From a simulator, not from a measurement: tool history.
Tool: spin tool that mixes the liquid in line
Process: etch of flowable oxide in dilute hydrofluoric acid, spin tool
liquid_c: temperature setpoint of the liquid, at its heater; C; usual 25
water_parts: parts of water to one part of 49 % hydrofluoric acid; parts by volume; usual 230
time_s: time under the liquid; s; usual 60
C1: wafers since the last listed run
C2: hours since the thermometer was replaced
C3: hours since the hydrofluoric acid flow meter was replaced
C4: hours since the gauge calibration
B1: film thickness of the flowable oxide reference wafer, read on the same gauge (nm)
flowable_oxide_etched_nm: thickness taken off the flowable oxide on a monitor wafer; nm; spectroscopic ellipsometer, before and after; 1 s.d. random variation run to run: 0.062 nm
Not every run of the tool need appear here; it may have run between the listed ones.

Run 1, hour 0: usual settings; C1 0; C2 953.9; C3 188.4; C4 106; B1 50.02. Result: flowable_oxide_etched_nm 9.05 nm.
Run 2, hour 17.1: usual settings but liquid_c 21.5 C, time_s 85 s; C1 153; C2 971; C3 205.5; C4 123.1; B1 50.03. Result: flowable_oxide_etched_nm 11.18 nm.
Run 3, hour 26: usual settings but liquid_c 21.5 C, time_s 85 s; C1 79; C2 979.9; C3 214.4; C4 132; B1 50. Result: flowable_oxide_etched_nm 11.06 nm.
Run 4, hour 37.5: usual settings but liquid_c 21.5 C, time_s 85 s; C1 103; C2 991.4; C3 225.9; C4 143.5; B1 50.02. Result: flowable_oxide_etched_nm 11.19 nm.
Run 5, hour 49: usual settings but time_s 85 s; C1 103; C2 1002.9; C3 237.4; C4 155; B1 50. Result: flowable_oxide_etched_nm 12.81 nm.
Run 6, hour 57.7: usual settings but time_s 85 s; C1 77; C2 1011.6; C3 246.1; C4 163.7; B1 49.99. Result: flowable_oxide_etched_nm 12.77 nm.
Run 7, hour 64.4: usual settings but water_parts 295 parts by volume; C1 60; C2 1018.3; C3 252.8; C4 170.4; B1 49.99. Result: flowable_oxide_etched_nm 6.5 nm.
Run 8, hour 79.8: usual settings but water_parts 295 parts by volume; C1 138; C2 1033.7; C3 268.2; C4 185.8; B1 49.97. Result: flowable_oxide_etched_nm 6.62 nm.
Run 9, hour 122: usual settings but liquid_c 28 C, time_s 75 s; C1 378; C2 1075.9; C3 310.4; C4 228; B1 50. Result: flowable_oxide_etched_nm 12.6 nm.
Run 10, hour 149.8: usual settings but liquid_c 28 C, time_s 75 s; C1 249; C2 1103.7; C3 338.2; C4 255.8; B1 50.01. Result: flowable_oxide_etched_nm 12.45 nm.
Run 11, hour 157.7: usual settings; C1 70; C2 1111.6; C3 346.1; C4 263.7; B1 49.98. Result: flowable_oxide_etched_nm 8.95 nm.
Run 12, hour 172.9: usual settings; C1 136; C2 1126.8; C3 361.3; C4 278.9; B1 50.01. Result: flowable_oxide_etched_nm 8.94 nm.
Run 13, hour 182.1: usual settings; C1 82; C2 1136; C3 370.5; C4 288.1; B1 49.99. Result: flowable_oxide_etched_nm 8.99 nm.
Run 14, hour 188.7: usual settings; C1 59; C2 1142.6; C3 377.1; C4 294.7; B1 50.02. Result: flowable_oxide_etched_nm 9.03 nm.
Run 15, hour 200.8: usual settings but water_parts 125 parts by volume; C1 108; C2 1154.7; C3 389.2; C4 306.8; B1 50.01. Result: flowable_oxide_etched_nm 18.39 nm.
At hour 207.2: gauge calibrated.
Run 16, hour 227.6: usual settings; C1 240; C2 1181.5; C3 416; C4 20.4; B1 50.04. Result: flowable_oxide_etched_nm 8.93 nm.
At hour 231.6: hydrofluoric acid flow meter replaced.
Run 17, hour 243.6: usual settings but water_parts 285 parts by volume; C1 134; C2 1197.5; C3 12; C4 36.4; B1 50.01. Result: flowable_oxide_etched_nm 6.83 nm.
Run 18, hour 254.5: usual settings but water_parts 150 parts by volume, time_s 45 s; C1 97; C2 1208.4; C3 22.9; C4 47.3; B1 49.99. Result: flowable_oxide_etched_nm 11.16 nm.
Run 19, hour 267.8: usual settings but time_s 50 s; C1 119; C2 1221.7; C3 36.2; C4 60.6; B1 49.98. Result: flowable_oxide_etched_nm 7.33 nm.
Run 20, hour 278.3: usual settings but liquid_c 21.5 C, time_s 75 s; C1 94; C2 1232.2; C3 46.7; C4 71.1; B1 50. Result: flowable_oxide_etched_nm 9.81 nm.
Run 21, hour 293.3: usual settings but liquid_c 21 C, water_parts 330 parts by volume; C1 134; C2 1247.2; C3 61.7; C4 86.1; B1 50. Result: flowable_oxide_etched_nm 4.83 nm.
Run 22, hour 313.3: usual settings but liquid_c 28 C, time_s 75 s; C1 179; C2 1267.2; C3 81.7; C4 106.1; B1 50.01. Result: flowable_oxide_etched_nm 12.42 nm.
Run 23, hour 323.9: usual settings; C1 95; C2 1277.8; C3 92.3; C4 116.7; B1 49.99. Result: flowable_oxide_etched_nm 8.78 nm.
At hour 327.9: thermometer replaced.
Run 24, hour 340.2: usual settings but liquid_c 27 C; C1 137; C2 12.3; C3 108.6; C4 133; B1 50.03. Result: flowable_oxide_etched_nm 10.16 nm.
Run 25, hour 356.4: usual settings but liquid_c 20.5 C, water_parts 145 parts by volume; C1 145; C2 28.5; C3 124.8; C4 149.2; B1 49.96. Result: flowable_oxide_etched_nm 13.86 nm.
Run 26, hour 373.6: usual settings; C1 154; C2 45.7; C3 142; C4 166.4; B1 50.04. Result: flowable_oxide_etched_nm 9.49 nm.
Run 27, hour 386.4: usual settings but liquid_c 21 C, time_s 50 s; C1 114; C2 58.5; C3 154.8; C4 179.2; B1 49.97. Result: flowable_oxide_etched_nm 6.77 nm.
Run 28, hour 398.7: usual settings but water_parts 175 parts by volume; C1 110; C2 70.8; C3 167.1; C4 191.5; B1 49.99. Result: flowable_oxide_etched_nm 13.24 nm.
Run 29, hour 415.2: usual settings but time_s 30 s; C1 147; C2 87.3; C3 183.6; C4 208; B1 50.01. Result: flowable_oxide_etched_nm 4.7 nm.
Run 30, hour 431.9: usual settings but liquid_c 23.5 C, water_parts 285 parts by volume, time_s 30 s; C1 149; C2 104; C3 200.3; C4 224.7; B1 50.04. Result: flowable_oxide_etched_nm 3.38 nm.
Run 31, hour 445.8: usual settings but liquid_c 27 C, water_parts 325 parts by volume, time_s 95 s; C1 124; C2 117.9; C3 214.2; C4 238.6; B1 49.99. Result: flowable_oxide_etched_nm 10.34 nm.
Run 32, hour 462.4: usual settings but liquid_c 21 C, time_s 95 s; C1 148; C2 134.5; C3 230.8; C4 255.2; B1 49.99. Result: flowable_oxide_etched_nm 12.79 nm.
Run 33, hour 475.8: usual settings; C1 120; C2 147.9; C3 244.2; C4 268.6; B1 49.99. Result: flowable_oxide_etched_nm 9.44 nm.

Selected run-to-run steps in flowable_oxide_etched_nm, each split into two signed amounts: the part the tool would show with no hidden state at all (from settings, incoming material and random variation), and the remainder, which goes to the hidden state together with any gauge scatter not common to the measured and the hidden-state-free results:
What the log doesn't record here: liquid colder than its thermometer reads (K); hydrofluoric acid flow below the setpoint (%); gauge reads high (%).
Run 14 -> 15: water_parts 230 -> 125. flowable_oxide_etched_nm +9.36 nm: hidden state -0.82, all else +10.18.
Run 15 -> 16: water_parts 125 -> 230, gauge calibrated. flowable_oxide_etched_nm -9.46 nm: hidden state +0.8, all else -10.26.
Run 23 -> 24: liquid_c 25 -> 27, thermometer replaced. flowable_oxide_etched_nm +1.38 nm: hidden state +0.63, all else +0.75.
Run 28 -> 29: water_parts 175 -> 230, time_s 60 -> 30. flowable_oxide_etched_nm -8.54 nm: hidden state +0.1, all else -8.64.

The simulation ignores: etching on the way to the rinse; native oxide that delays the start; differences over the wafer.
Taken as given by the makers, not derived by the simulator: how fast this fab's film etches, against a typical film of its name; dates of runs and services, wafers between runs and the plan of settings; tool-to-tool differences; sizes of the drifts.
